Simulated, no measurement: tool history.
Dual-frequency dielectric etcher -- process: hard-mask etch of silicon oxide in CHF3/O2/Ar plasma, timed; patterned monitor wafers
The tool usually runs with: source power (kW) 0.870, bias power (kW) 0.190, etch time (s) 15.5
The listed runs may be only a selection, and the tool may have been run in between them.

| run | hour | source power (kW) | bias power (kW) | etch time (s) | wafers since the last listed run | hours since the last wet clean | hours since the last source power generator calibration | hours since the last bias power generator calibration | hours since the last upper electrode change | hours since the gauge calibration | read-back reference wafer on the same gauge, depth_nm | mean etch depth across the wafer (Å) |
|---|---|---|---|---|---|---|---|---|---|---|---|---|
| 1 | 0.0 | 0.870 | 0.190 | 14.0 | 0 | 271.6 | 4748.4 | 3113.0 | 3406.4 | 77.0 | 33.92 | 342.3 |
| 2 | 6.9 | 0.870 | 0.190 | 14.0 | 71 | 278.5 | 4755.3 | 3119.9 | 3413.3 | 83.9 | 33.91 | 341.7 |
| 3 | 13.2 | 0.870 | 0.190 | 15.5 | 65 | 284.8 | 4761.6 | 3126.2 | 3419.6 | 90.2 | 33.89 | 378.7 |
| 4 | 23.5 | 0.870 | 0.190 | 18.5 | 106 | 295.1 | 4771.9 | 3136.5 | 3429.9 | 100.5 | 33.93 | 447.7 |
| 5 | 31.5 | 0.870 | 0.190 | 18.5 | 83 | 303.1 | 4779.9 | 3144.5 | 3437.9 | 108.5 | 33.92 | 450.9 |
| 6 | 44.4 | 0.870 | 0.190 | 15.5 | 133 | 316.0 | 4792.8 | 3157.4 | 3450.8 | 121.4 | 33.86 | 378.8 |
|  | 69.3 | wet clean of the chamber |
| 7 | 69.8 | 0.870 | 0.190 | 15.5 | 14 | 0.5 | 4818.2 | 3182.8 | 3476.2 | 146.8 | 33.86 | 378.1 |
| 8 | 70.1 | 0.870 | 0.190 | 15.5 | 3 | 0.8 | 4818.5 | 3183.1 | 3476.5 | 147.1 | 33.87 | 376.3 |
|  | 80.2 | source power generator calibrated |
|  | 83.7 | gauge calibrated |
| 9 | 84.1 | 0.870 | 0.190 | 15.5 | 103 | 14.8 | 3.9 | 3197.1 | 3490.5 | 0.4 | 33.83 | 378.5 |
| 10 | 92.3 | 0.870 | 0.190 | 15.5 | 85 | 23.0 | 12.1 | 3205.3 | 3498.7 | 8.6 | 33.90 | 377.8 |
| 11 | 100.1 | 0.870 | 0.190 | 15.5 | 80 | 30.8 | 19.9 | 3213.1 | 3506.5 | 16.4 | 33.90 | 379.7 |
|  | 107.7 | bias power generator calibrated |
| 12 | 113.3 | 0.800 | 0.190 | 15.5 | 95 | 44.0 | 33.1 | 5.6 | 3519.7 | 29.6 | 33.91 | 370.4 |
|  | 140.9 | upper electrode replaced |
| 13 | 141.4 | 0.870 | 0.190 | 18.5 | 42 | 72.1 | 61.2 | 33.7 | 0.5 | 57.7 | 33.90 | 453.4 |
| 14 | 141.7 | 0.870 | 0.163 | 18.0 | 3 | 72.4 | 61.5 | 34.0 | 0.8 | 58.0 | 33.93 | 409.6 |
| 15 | 151.2 | 0.870 | 0.145 | 15.5 | 98 | 81.9 | 71.0 | 43.5 | 10.3 | 67.5 | 33.87 | 334.3 |
| 16 | 167.1 | 0.790 | 0.144 | 17.0 | 165 | 97.8 | 86.9 | 59.4 | 26.2 | 83.4 | 33.90 | 357.8 |
| 17 | 177.5 | 0.870 | 0.190 | 15.5 | 107 | 108.2 | 97.3 | 69.8 | 36.6 | 93.8 | 33.91 | 376.1 |
| 18 | 194.3 | 0.870 | 0.190 | 19.0 | 174 | 125.0 | 114.1 | 86.6 | 53.4 | 110.6 | 33.94 | 465.5 |
| 19 | 211.3 | 0.790 | 0.190 | 19.0 | 176 | 142.0 | 131.1 | 103.6 | 70.4 | 127.6 | 33.89 | 450.8 |
| 20 | 222.6 | 0.870 | 0.190 | 15.5 | 117 | 153.3 | 142.4 | 114.9 | 81.7 | 138.9 | 33.88 | 377.7 |

Across each entry between runs, compare the hidden state at the last listed run before it with the hidden state at the first listed run after it:
In the gap between runs 6 and 7: wet clean of the chamber (hour 69.3)
  no difference in the tool's unlogged condition between these two runs
In the gap between runs 8 and 9: source power generator calibrated (hour 80.2); gauge calibrated (hour 83.7)
  no difference in the tool's unlogged condition between these two runs
In the gap between runs 11 and 12: bias power generator calibrated (hour 107.7)
  no difference in the tool's unlogged condition between these two runs
In the gap between runs 12 and 13: upper electrode replaced (hour 140.9)
  no difference in the tool's unlogged condition between these two runs

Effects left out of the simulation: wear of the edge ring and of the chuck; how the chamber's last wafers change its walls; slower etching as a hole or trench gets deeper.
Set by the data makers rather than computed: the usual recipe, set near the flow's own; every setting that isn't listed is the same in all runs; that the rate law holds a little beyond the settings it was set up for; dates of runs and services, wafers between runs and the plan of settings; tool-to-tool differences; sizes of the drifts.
